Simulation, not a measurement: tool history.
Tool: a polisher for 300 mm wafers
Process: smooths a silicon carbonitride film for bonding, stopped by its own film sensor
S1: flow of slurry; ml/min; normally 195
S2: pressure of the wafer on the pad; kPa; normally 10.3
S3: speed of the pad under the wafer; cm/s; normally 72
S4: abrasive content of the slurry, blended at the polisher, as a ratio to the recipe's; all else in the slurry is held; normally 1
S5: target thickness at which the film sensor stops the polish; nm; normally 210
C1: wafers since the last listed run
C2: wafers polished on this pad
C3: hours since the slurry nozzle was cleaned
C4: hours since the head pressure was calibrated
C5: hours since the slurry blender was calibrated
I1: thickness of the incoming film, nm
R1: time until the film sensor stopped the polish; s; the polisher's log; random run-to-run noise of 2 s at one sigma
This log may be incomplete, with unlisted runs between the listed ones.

Run 1, day 0: usual settings but S3 56 cm/s; C1 0; C2 185; C3 344.5; C4 15.3; C5 64.2; I1 232.9. Result: R1 161.6 s.
Run 2, day 0.504: usual settings but S3 56 cm/s; C1 85; C2 270; C3 356.6; C4 27.4; C5 76.3; I1 231.4. Result: R1 155.5 s.
Run 3, day 1.088: usual settings but S3 56 cm/s; C1 98; C2 369; C3 370.6; C4 41.4; C5 90.3; I1 232.7. Result: R1 158.4 s.
Run 4, day 1.692: usual settings; C1 102; C2 471; C3 385.1; C4 55.9; C5 104.8; I1 229.9. Result: R1 117.7 s.
At day 3.346: slurry nozzle cleaned.
Run 5, day 3.679: usual settings; C1 329; C2 800; C3 8; C4 103.6; C5 152.5; I1 230.6. Result: R1 122.7 s.
Run 6, day 4.175: usual settings but S2 12.4 kPa, S3 90 cm/s, S4 0.9; C1 83; C2 884; C3 19.9; C4 115.5; C5 164.4; I1 226.2. Result: R1 72.3 s.
At day 4.446: worn pad replaced by a new one.
Run 7, day 4.7: usual settings but S2 9 kPa, S3 88 cm/s; C1 60; C2 43; C3 32.5; C4 128.1; C5 177; I1 225.4. Result: R1 88.3 s.
Run 8, day 5.033: usual settings but S3 52 cm/s; C1 56; C2 99; C3 40.5; C4 136.1; C5 185; I1 229.7. Result: R1 149.4 s.
Run 9, day 5.642: usual settings but S1 215 ml/min, S5 207 nm; C1 102; C2 202; C3 55.1; C4 150.7; C5 199.6; I1 227.2. Result: R1 120.2 s.
Run 10, day 6.171: usual settings but S1 140 ml/min, S4 0.85, S5 215 nm; C1 89; C2 292; C3 67.8; C4 163.4; C5 212.3; I1 229.7. Result: R1 97.7 s.
Run 11, day 6.512: usual settings but S2 13.1 kPa, S3 84 cm/s, S4 0.8, S5 207 nm; C1 57; C2 350; C3 76; C4 171.6; C5 220.5; I1 232.4. Result: R1 115.9 s.
Run 12, day 6.846: usual settings but S1 215 ml/min, S5 207 nm; C1 56; C2 406; C3 84; C4 179.6; C5 228.5; I1 230.8. Result: R1 139.5 s.
Run 13, day 7.217: usual settings; C1 62; C2 469; C3 92.9; C4 188.5; C5 237.4; I1 231.7. Result: R1 133.3 s.
Run 14, day 7.562: usual settings; C1 58; C2 527; C3 101.2; C4 196.8; C5 245.7; I1 233.1. Result: R1 138.7 s.
Run 15, day 8.125: usual settings but S3 54 cm/s, S5 213 nm; C1 95; C2 622; C3 114.7; C4 210.3; C5 259.2; I1 229.8. Result: R1 124 s.
Run 16, day 8.679: usual settings but S1 150 ml/min, S3 88 cm/s, S5 207 nm; C1 93; C2 716; C3 128; C4 223.6; C5 272.5; I1 230.7. Result: R1 127.5 s.
At day 8.85: slurry blender recalibrated.
Run 17, day 9.312: usual settings but S1 150 ml/min; C1 93; C2 809; C3 143.2; C4 238.8; C5 11.1; I1 231.3. Result: R1 131.6 s.
At day 9.604: worn pad replaced by a new one.
Run 18, day 9.658: usual settings but S1 260 ml/min, S2 9.7 kPa, S4 0.85, S5 206 nm; C1 30; C2 9; C3 151.5; C4 247.1; C5 19.4; I1 227.8. Result: R1 144.3 s.
Run 19, day 9.975: usual settings but S3 90 cm/s; C1 53; C2 62; C3 159.1; C4 254.7; C5 27; I1 230.3. Result: R1 102.2 s.
Run 20, day 10.4: usual settings but S2 9.7 kPa, S4 1.2; C1 71; C2 134; C3 169.3; C4 264.9; C5 37.2; I1 231.4. Result: R1 129.1 s.
Run 21, day 11.046: usual settings; C1 109; C2 244; C3 184.8; C4 280.4; C5 52.7; I1 229.6. Result: R1 121.6 s.
Run 22, day 12.917: usual settings but S3 82 cm/s, S5 215 nm; C1 316; C2 560; C3 229.7; C4 325.3; C5 97.6; I1 226.3. Result: R1 62.1 s.
Run 23, day 13.608: usual settings but S1 150 ml/min, S3 88 cm/s, S5 207 nm; C1 117; C2 677; C3 246.3; C4 341.9; C5 114.2; I1 232.8. Result: R1 137.4 s.
Run 24, day 13.942: usual settings but S2 13.1 kPa, S3 98 cm/s, S5 206 nm; C1 56; C2 734; C3 254.3; C4 349.9; C5 122.2; I1 228.7. Result: R1 87.8 s.
Run 25, day 14.629: usual settings; C1 116; C2 850; C3 270.8; C4 366.4; C5 138.7; I1 232.3. Result: R1 141.8 s.
Run 26, day 14.921: usual settings but S2 11.7 kPa, S3 92 cm/s; C1 49; C2 899; C3 277.8; C4 373.4; C5 145.7; I1 231.5. Result: R1 93.2 s.
Run 27, day 15.283: usual settings but S4 1.15; C1 61; C2 961; C3 286.5; C4 382.1; C5 154.4; I1 226.8. Result: R1 100.2 s.
At day 15.646: worn pad replaced by a new one.
Run 28, day 15.846: usual settings; C1 66; C2 34; C3 300; C4 395.6; C5 167.9; I1 232.7. Result: R1 140.5 s.
Run 29, day 16.512: usual settings but S3 62 cm/s; C1 112; C2 146; C3 316; C4 411.6; C5 183.9; I1 230.6. Result: R1 147 s.

Alternative continuations, all from the tool just after run 29; predict every row:
Run A, day 16.533: usual settings but S2 11.7 kPa; C1 3; C2 150; C3 316.5; C4 412.1; C5 184.4; I1 228.4. Result: R1 ?.
Run B, day 16.533: usual settings but S1 150 ml/min, S3 50 cm/s; C1 3; C2 150; C3 316.5; C4 412.1; C5 184.4; I1 228.4. Result: R1 ?.
Run C, day 16.533: usual settings but S5 217 nm; C1 3; C2 150; C3 316.5; C4 412.1; C5 184.4; I1 228.4. Result: R1 ?.
Run D, day 16.533: usual settings but S1 150 ml/min, S2 13.1 kPa, S3 60 cm/s; C1 3; C2 150; C3 316.5; C4 412.1; C5 184.4; I1 228.4. Result: R1 ?.
Run E, day 16.533: usual settings but S3 54 cm/s; C1 3; C2 150; C3 316.5; C4 412.1; C5 184.4; I1 228.4. Result: R1 ?.

run     R1
  A  101.6
  B  159.5
  C   71.3
  D  108.8
  E  144.9
Take away the tool's hidden state, keep each run's random variation, and the runs would have read:
run     R1
  A   95.3
  B  149.7
  C   66.9
  D  102.1
  E    136
